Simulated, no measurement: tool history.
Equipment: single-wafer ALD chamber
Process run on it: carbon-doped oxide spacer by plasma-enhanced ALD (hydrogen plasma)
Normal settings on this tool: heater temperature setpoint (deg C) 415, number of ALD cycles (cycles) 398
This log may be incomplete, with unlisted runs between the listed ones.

run	day	heater temperature setpoint (deg C)	number of ALD cycles (cycles)	wafers since the last listed run	hours since the last thermocouple change	hours since the gauge calibration	read-back reference wafer on the same gauge, thickness_nm	mean film thickness on the monitor wafer (Å)
1	0	415	440	0	318.7	2639.3	14.602	202.67
2	2.896	415	398	78	388.2	2708.8	14.591	183.58
3	14.096	415	398	305	657	2977.6	14.596	184.45
4	18.271	405	398	113	757.2	3077.8	14.604	190.07
5	21.725	405	398	94	840.1	3160.7	14.61	190.06
6	26.008	405	398	116	942.9	3263.5	14.597	190.58
7	28.188	415	398	59	995.2	3315.8	14.61	184.34
8	30.117	415	398	52	1041.5	3362.1	14.616	185.22
9	31.804	415	398	46	1082	3402.6	14.607	185.22
# day 34.488: thermocouple changed; heater temperature recalibrated
10	36.608	415	398	121	50.9	3517.9	14.612	182.28
11	38.892	415	398	62	105.7	3572.7	14.607	182.72
# day 43.588: gauge calibrated
12	51.308	424	355	338	403.7	185.3	14.596	158.87
13	54.712	415	398	92	485.4	267	14.599	183.61
14	57.633	415	398	79	555.5	337.1	14.598	183.65
15	60.358	415	398	74	620.9	402.5	14.609	184.28
16	63.404	429	338	83	694	475.6	14.601	150.19
17	66.608	407	466	87	770.9	552.5	14.615	221.08
18	70.779	415	398	113	871	652.6	14.592	185.13
19	72.483	415	398	46	911.9	693.5	14.595	185.22
# day 74.404: thermocouple changed; heater temperature recalibrated
20	85.583	415	398	348	268.3	1007.9	14.602	182.82
21	88.658	409	471	83	342.1	1081.7	14.605	220.7
22	91.983	415	398	90	421.9	1161.5	14.61	184.04
23	95.133	415	398	85	497.5	1237.1	14.619	184.08
24	96.654	410	449	41	534	1273.6	14.606	211.66
25	99.058	403	398	65	591.7	1331.3	14.607	190.1
26	109.925	402	398	296	852.5	1592.1	14.595	190.82
27	114.129	429	432	114	953.4	1693	14.599	192.06
28	120.238	424	398	166	1100	1839.6	14.602	180.33
29	123.667	403	442	93	1182.3	1921.9	14.601	211.73
30	125.462	403	364	48	1225.4	1965	14.599	173.62
# day 126.871: thermocouple changed; heater temperature recalibrated
31	128.408	415	398	71	36.9	2035.7	14.608	180.94

Each row is a separate what-if for the run after 31, all from the same tool condition, not one after another. Results?
A	128.45	415	398	1	37.9	2036.7	?	?
B	128.45	427	450	1	37.9	2036.7	?	?
C	128.45	403	446	1	37.9	2036.7	?	?
D	128.45	400	398	1	37.9	2036.7	?	?
E	128.45	415	449	1	37.9	2036.7	?	?

run	read-back reference wafer on the same gauge, thickness_nm	mean film thickness on the monitor wafer (Å)
A	14.597	181.61
B	14.597	197.86
C	14.597	210.92
D	14.597	189.82
E	14.597	204.88
The same runs, with their run-to-run variation unchanged, on a tool lacking any hidden condition would have given:
run	mean film thickness on the monitor wafer (Å)
A	181.28
B	197.49
C	210.55
D	189.54
E	204.51
